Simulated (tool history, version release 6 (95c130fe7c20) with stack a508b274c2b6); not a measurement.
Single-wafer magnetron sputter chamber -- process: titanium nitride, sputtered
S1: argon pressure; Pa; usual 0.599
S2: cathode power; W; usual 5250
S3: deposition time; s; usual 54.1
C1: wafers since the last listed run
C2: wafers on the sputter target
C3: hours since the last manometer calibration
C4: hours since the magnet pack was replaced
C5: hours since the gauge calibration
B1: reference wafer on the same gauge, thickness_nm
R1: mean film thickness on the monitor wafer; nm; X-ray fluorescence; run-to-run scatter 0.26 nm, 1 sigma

run 1 day=0 | S1=0.734 S2=5250 S3=54.1 | C1=0 C2=7857 C3=196 C4=9038.9 C5=931.1 | B1=56.225 | R1=43.924
run 2 day=2.467 | S1=0.599 S2=5250 S3=57.7 | C1=1123 C2=8980 C3=255.2 C4=9098.1 C5=990.3 | B1=56.213 | R1=50.246
-- day=4.696 sputter target and shields replaced
run 3 day=5.438 | S1=0.599 S2=5250 S3=57.7 | C1=1201 C2=336 C3=326.5 C4=9169.4 C5=1061.6 | B1=56.218 | R1=49.776
run 4 day=7.829 | S1=0.599 S2=5250 S3=61.7 | C1=1089 C2=1426 C3=383.9 C4=9226.8 C5=1119 | B1=56.179 | R1=53.625
-- day=9.392 magnet pack replaced
run 5 day=12.721 | S1=0.599 S2=5250 S3=61.7 | C1=2075 C2=3501 C3=501.3 C4=79.9 C5=1236.4 | B1=56.141 | R1=53.945
run 6 day=14.142 | S1=0.599 S2=5250 S3=61.7 | C1=647 C2=4149 C3=535.4 C4=114 C5=1270.5 | B1=56.179 | R1=53.564
run 7 day=16.246 | S1=0.599 S2=5250 S3=54.1 | C1=958 C2=5107 C3=585.9 C4=164.5 C5=1321 | B1=56.158 | R1=47.397
run 8 day=18.504 | S1=0.599 S2=5250 S3=54.1 | C1=1028 C2=6135 C3=640.1 C4=218.7 C5=1375.2 | B1=56.211 | R1=46.565
run 9 day=21.383 | S1=0.599 S2=6150 S3=54.1 | C1=1311 C2=7446 C3=709.2 C4=287.8 C5=1444.3 | B1=56.223 | R1=51.898
-- day=23.358 sputter target and shields replaced
run 10 day=23.379 | S1=0.653 S2=5250 S3=54.1 | C1=757 C2=9 C3=757.1 C4=335.7 C5=1492.2 | B1=56.237 | R1=45.739
-- day=25.038 gauge calibrated
run 11 day=26.325 | S1=0.459 S2=5250 S3=54.1 | C1=1341 C2=1350 C3=827.8 C4=406.4 C5=30.9 | B1=56.188 | R1=50.084
run 12 day=28.538 | S1=0.599 S2=5250 S3=54.1 | C1=1007 C2=2358 C3=880.9 C4=459.5 C5=84 | B1=56.214 | R1=46.837
run 13 day=29.575 | S1=0.599 S2=5250 S3=54.1 | C1=472 C2=2830 C3=905.8 C4=484.4 C5=108.9 | B1=56.203 | R1=46.59
run 14 day=31.7 | S1=0.363 S2=4750 S3=44.2 | C1=967 C2=3798 C3=956.8 C4=535.4 C5=159.9 | B1=56.247 | R1=39.943
run 15 day=33.954 | S1=0.478 S2=4300 S3=45.2 | C1=1026 C2=4824 C3=1010.9 C4=589.5 C5=214 | B1=56.242 | R1=36.414
run 16 day=35.533 | S1=0.599 S2=5250 S3=61.7 | C1=719 C2=5544 C3=1048.8 C4=627.4 C5=251.9 | B1=56.162 | R1=53.523
run 17 day=37.517 | S1=0.599 S2=5250 S3=54.1 | C1=903 C2=6447 C3=1096.4 C4=675 C5=299.5 | B1=56.199 | R1=46.744
run 18 day=38.742 | S1=0.599 S2=5250 S3=54.1 | C1=557 C2=7005 C3=1125.8 C4=704.4 C5=328.9 | B1=56.176 | R1=46.798
-- day=41.492 sputter target and shields replaced
run 19 day=41.738 | S1=0.599 S2=5250 S3=54.1 | C1=1212 C2=112 C3=1197.7 C4=776.3 C5=400.8 | B1=56.291 | R1=47.193
run 20 day=43.458 | S1=0.385 S2=5250 S3=44.8 | C1=783 C2=896 C3=1239 C4=817.6 C5=442.1 | B1=56.128 | R1=43.539
run 21 day=45.717 | S1=0.374 S2=6250 S3=58.5 | C1=1028 C2=1924 C3=1293.2 C4=871.8 C5=496.3 | B1=56.252 | R1=62.812
-- day=48.329 capacitance manometer re-zeroed and calibrated
run 22 day=51.229 | S1=0.599 S2=5250 S3=54.1 | C1=2358 C2=4283 C3=69.6 C4=1004.1 C5=628.6 | B1=56.221 | R1=46.583
run 23 day=53.058 | S1=0.4 S2=5250 S3=63.9 | C1=832 C2=5116 C3=113.5 C4=1048 C5=672.5 | B1=56.276 | R1=60.351
run 24 day=55.45 | S1=0.825 S2=4450 S3=49 | C1=1089 C2=6205 C3=170.9 C4=1105.4 C5=729.9 | B1=56.193 | R1=34.618
run 25 day=56.979 | S1=0.599 S2=4700 S3=54.1 | C1=696 C2=6901 C3=207.6 C4=1142.1 C5=766.6 | B1=56.198 | R1=43.706
run 26 day=58.192 | S1=0.802 S2=5250 S3=54.1 | C1=552 C2=7454 C3=236.7 C4=1171.2 C5=795.7 | B1=56.249 | R1=42.334
run 27 day=60.817 | S1=0.599 S2=5250 S3=54.1 | C1=1195 C2=8649 C3=299.7 C4=1234.2 C5=858.7 | B1=56.256 | R1=46.863
run 28 day=62.4 | S1=0.599 S2=5250 S3=54.1 | C1=721 C2=9370 C3=337.7 C4=1272.2 C5=896.7 | B1=56.128 | R1=46.65
-- day=63.271 sputter target and shields replaced
run 29 day=63.833 | S1=0.777 S2=6300 S3=50.7 | C1=500 C2=256 C3=372.1 C4=1306.6 C5=931.1 | B1=56.307 | R1=45.883
run 30 day=65.308 | S1=0.599 S2=5250 S3=54.1 | C1=671 C2=927 C3=407.5 C4=1342 C5=966.5 | B1=56.173 | R1=47.091
run 31 day=68.154 | S1=0.433 S2=4250 S3=59.9 | C1=1295 C2=2223 C3=475.8 C4=1410.3 C5=1034.8 | B1=56.172 | R1=49.366
run 32 day=69.821 | S1=0.693 S2=4900 S3=58.1 | C1=758 C2=2982 C3=515.8 C4=1450.3 C5=1074.8 | B1=56.198 | R1=46.303
run 33 day=71.038 | S1=0.365 S2=4850 S3=54.1 | C1=554 C2=3537 C3=545 C4=1479.5 C5=1104 | B1=56.138 | R1=50.062
run 34 day=72.433 | S1=0.599 S2=5750 S3=60.8 | C1=635 C2=4172 C3=578.5 C4=1513 C5=1137.5 | B1=56.204 | R1=55.365

Below are 5 alternative next runs, each starting from the tool's condition after run 34. Predict each:
run A day=72.45 | S1=0.599 S2=5250 S3=54.1 | C1=7 C2=4180 C3=578.9 C4=1513.4 C5=1137.9 | B1=? | R1=?
run B day=72.45 | S1=0.389 S2=6100 S3=58.8 | C1=7 C2=4180 C3=578.9 C4=1513.4 C5=1137.9 | B1=? | R1=?
run C day=72.45 | S1=0.779 S2=6050 S3=61.4 | C1=7 C2=4180 C3=578.9 C4=1513.4 C5=1137.9 | B1=? | R1=?
run D day=72.45 | S1=0.599 S2=4300 S3=54.1 | C1=7 C2=4180 C3=578.9 C4=1513.4 C5=1137.9 | B1=? | R1=?
run E day=72.45 | S1=0.367 S2=5750 S3=54.1 | C1=7 C2=4180 C3=578.9 C4=1513.4 C5=1137.9 | B1=? | R1=?

run=A B1=56.222 R1=46.559
run=B B1=56.222 R1=61.458
run=C B1=56.222 R1=53.31
run=D B1=56.222 R1=41.327
run=E B1=56.222 R1=54.995
Had the tool no hidden state, the same runs would have come out as:
run=A R1=46.559
run=B R1=61.458
run=C R1=53.31
run=D R1=41.327
run=E R1=54.995

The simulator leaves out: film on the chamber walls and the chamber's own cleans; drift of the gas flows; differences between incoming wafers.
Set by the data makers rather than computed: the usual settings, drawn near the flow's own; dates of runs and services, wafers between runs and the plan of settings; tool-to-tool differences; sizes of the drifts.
